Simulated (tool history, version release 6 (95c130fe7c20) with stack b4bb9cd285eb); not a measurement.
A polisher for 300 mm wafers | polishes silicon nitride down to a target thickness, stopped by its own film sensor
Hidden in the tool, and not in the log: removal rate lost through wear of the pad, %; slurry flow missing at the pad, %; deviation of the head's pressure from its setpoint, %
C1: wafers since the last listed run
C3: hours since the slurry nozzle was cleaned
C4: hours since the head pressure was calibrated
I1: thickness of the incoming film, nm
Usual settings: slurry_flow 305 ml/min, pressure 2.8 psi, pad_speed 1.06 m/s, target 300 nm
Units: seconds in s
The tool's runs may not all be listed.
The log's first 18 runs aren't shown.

run 19 hour=1020.5 | slurry_flow=200 pressure=2.8 pad_speed=1.06 target=300 | C1=1187 wafers_polished_on_this_pad=1212 C3=311.4 C4=320.7 | I1=455.1 | seconds=102
run 20 hour=1064.7 | slurry_flow=305 pressure=2.8 pad_speed=1.06 target=300 | C1=508 wafers_polished_on_this_pad=1721 C3=355.6 C4=364.9 | I1=457 | seconds=103.3
run 21 hour=1129.5 | slurry_flow=305 pressure=2.8 pad_speed=1.06 target=300 | C1=745 wafers_polished_on_this_pad=2466 C3=420.4 C4=429.7 | I1=461.6 | seconds=107
run 22 hour=1181.7 | slurry_flow=215 pressure=3.8 pad_speed=1.22 target=318 | C1=600 wafers_polished_on_this_pad=3066 C3=472.6 C4=481.9 | I1=460.6 | seconds=70.9
-- hour=1254.3 slurry nozzle cleaned
run 23 hour=1254.8 | slurry_flow=215 pressure=3.8 pad_speed=1.22 target=318 | C1=829 wafers_polished_on_this_pad=3895 C3=0.5 C4=555 | I1=461.4 | seconds=69
run 24 hour=1302 | slurry_flow=255 pressure=2.8 pad_speed=1.22 target=300 | C1=542 wafers_polished_on_this_pad=4438 C3=47.7 C4=602.2 | I1=463.1 | seconds=101
run 25 hour=1330.5 | slurry_flow=265 pressure=3.2 pad_speed=1.06 target=300 | C1=327 wafers_polished_on_this_pad=4766 C3=76.2 C4=630.7 | I1=465.9 | seconds=102.7
run 26 hour=1355.9 | slurry_flow=305 pressure=2.4 pad_speed=0.82 target=353 | C1=292 wafers_polished_on_this_pad=5058 C3=101.6 C4=656.1 | I1=457 | seconds=96
-- hour=1395.8 worn pad replaced by a new one
run 27 hour=1417 | slurry_flow=305 pressure=3.5 pad_speed=1.06 target=283 | C1=656 wafers_polished_on_this_pad=243 C3=162.7 C4=717.2 | I1=461 | seconds=101.4
run 28 hour=1481.5 | slurry_flow=305 pressure=2.8 pad_speed=1.06 target=300 | C1=741 wafers_polished_on_this_pad=985 C3=227.2 C4=781.7 | I1=451.6 | seconds=104.6
run 29 hour=1505.8 | slurry_flow=305 pressure=2.8 pad_speed=1.06 target=265 | C1=279 wafers_polished_on_this_pad=1265 C3=251.5 C4=806 | I1=460.5 | seconds=133.8
run 30 hour=1545.1 | slurry_flow=255 pressure=2.8 pad_speed=0.72 target=300 | C1=451 wafers_polished_on_this_pad=1716 C3=290.8 C4=845.3 | I1=460.6 | seconds=152.4
run 31 hour=1594.9 | slurry_flow=305 pressure=3.6 pad_speed=0.78 target=352 | C1=572 wafers_polished_on_this_pad=2289 C3=340.6 C4=895.1 | I1=467 | seconds=83.7
run 32 hour=1623.2 | slurry_flow=230 pressure=3.4 pad_speed=1.44 target=352 | C1=325 wafers_polished_on_this_pad=2615 C3=368.9 C4=923.4 | I1=465.9 | seconds=57.7
-- hour=1643.9 head pressure recalibrated
run 33 hour=1670 | slurry_flow=410 pressure=2.4 pad_speed=1.3 target=317 | C1=515 wafers_polished_on_this_pad=3130 C3=415.7 C4=26.1 | I1=455.7 | seconds=81.3
run 34 hour=1716.3 | slurry_flow=250 pressure=2.8 pad_speed=1.06 target=316 | C1=532 wafers_polished_on_this_pad=3662 C3=462 C4=72.4 | I1=462.9 | seconds=97.2
-- hour=1739.8 slurry nozzle cleaned
run 35 hour=1787 | slurry_flow=375 pressure=3.3 pad_speed=1.06 target=300 | C1=801 wafers_polished_on_this_pad=4464 C3=47.2 C4=143.1 | I1=462 | seconds=91.7
run 36 hour=1830.9 | slurry_flow=305 pressure=2.8 pad_speed=1.06 target=300 | C1=504 wafers_polished_on_this_pad=4969 C3=91.1 C4=187 | I1=461.1 | seconds=106.8

Forecast each of these 5 alternatives for the next run:
run A hour=1831.3 | slurry_flow=365 pressure=2.8 pad_speed=1.06 target=300 | C1=4 wafers_polished_on_this_pad=4973 C3=91.5 C4=187.4 | I1=459.4 | seconds=?
run B hour=1831.3 | slurry_flow=305 pressure=3.4 pad_speed=0.74 target=300 | C1=4 wafers_polished_on_this_pad=4973 C3=91.5 C4=187.4 | I1=459.4 | seconds=?
run C hour=1831.3 | slurry_flow=210 pressure=2.8 pad_speed=1.3 target=337 | C1=4 wafers_polished_on_this_pad=4973 C3=91.5 C4=187.4 | I1=459.4 | seconds=?
run D hour=1831.3 | slurry_flow=385 pressure=3.8 pad_speed=1.2 target=286 | C1=4 wafers_polished_on_this_pad=4973 C3=91.5 C4=187.4 | I1=459.4 | seconds=?
run E hour=1831.3 | slurry_flow=205 pressure=2.8 pad_speed=1.4 target=345 | C1=4 wafers_polished_on_this_pad=4973 C3=91.5 C4=187.4 | I1=459.4 | seconds=?

run=A seconds=105.9
run=B seconds=123.9
run=C seconds=71.8
run=D seconds=82.9
run=E seconds=63.4
Without the tool's hidden state the same runs would have given:
run=A seconds=103.4
run=B seconds=121
run=C seconds=70.1
run=D seconds=81
run=E seconds=61.9
